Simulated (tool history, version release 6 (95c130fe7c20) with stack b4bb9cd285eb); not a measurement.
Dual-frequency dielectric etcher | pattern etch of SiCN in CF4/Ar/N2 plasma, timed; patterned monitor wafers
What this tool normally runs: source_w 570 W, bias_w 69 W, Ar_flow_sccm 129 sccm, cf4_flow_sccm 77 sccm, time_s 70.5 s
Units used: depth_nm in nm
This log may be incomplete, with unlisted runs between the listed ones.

run   hour  source_w  bias_w  Ar_flow_sccm  cf4_flow_sccm  time_s  read-back reference wafer on the same gauge, depth_nm  depth_nm
  1    0.0       570      75           129             77    54.5                                                   82.8      59.3
  2   20.7       570      69           129             77    70.5                                                   82.9      75.3
  3   42.6       570      69           129             77    70.5                                                   82.8      74.3
  4   74.0       570      69           119             77    70.5                                                   82.7      75.8
  5  100.3       570      69           119             77    70.5                                                   82.8      75.7
  6  135.9       570      69           119             77    70.5                                                   82.8      76.2
  7  170.3       570      69           129             77    70.5                                                   82.7      74.7
  8  192.5       570      69           129             77    70.5                                                   82.9      75.3
  9  212.8       570      69           129             77    70.5                                                   82.7      75.2
     228.4  -- bias power generator calibrated
 10  232.0       570      69           129             77    70.5                                                   82.8      75.7
     297.1  -- Ar flow controller replaced
 11  324.9       630      69           129             77    59.0                                                   82.8      69.4
 12  340.4       650      69           129             77    87.0                                                   82.8     105.8
     367.2  -- wet clean of the chamber
 13  367.7       470      69           129             77    70.5                                                   82.9      61.7
 14  383.5       440      69           129             77    60.0                                                   82.7      49.5
     387.4  -- gauge calibrated
     408.6  -- upper electrode replaced
     410.3  -- CF4 flow controller replaced
 15  410.8       570      69           129             77    70.5                                                   82.8      73.7
 16  417.9       570      78           129             77    70.5                                                   82.8      78.2
     438.2  -- source power generator calibrated
 17  446.4       640      69           129             77    86.0                                                   82.8     100.5
 18  481.0       570      69           129             77    70.5                                                   82.8      73.6
 19  507.7       510      69           129             72    80.5                                                   82.8      75.6
 20  534.8       510      69           129             72    80.5                                                   82.8      76.2
 21  563.2       650      76           129             77    70.5                                                   82.8      86.6

Alternative continuations, all from the tool just after run 21; predict every row:
  A  563.6       570      69            97             77    70.5                                                      ?         ?
  B  563.6       700      74           129             59    86.0                                                      ?         ?
  C  563.6       490      69           116             94    70.5                                                      ?         ?
  D  563.6       570      69           108             77    70.5                                                      ?         ?

run  read-back reference wafer on the same gauge, depth_nm  depth_nm
  A                                                   82.8      77.1
  B                                                   82.8     108.4
  C                                                   82.8      67.3
  D                                                   82.8      76.2
With the hidden condition removed and each run's random variation left untouched, the same runs would have given:
run  depth_nm
  A      76.2
  B     107.2
  C      66.5
  D      75.3
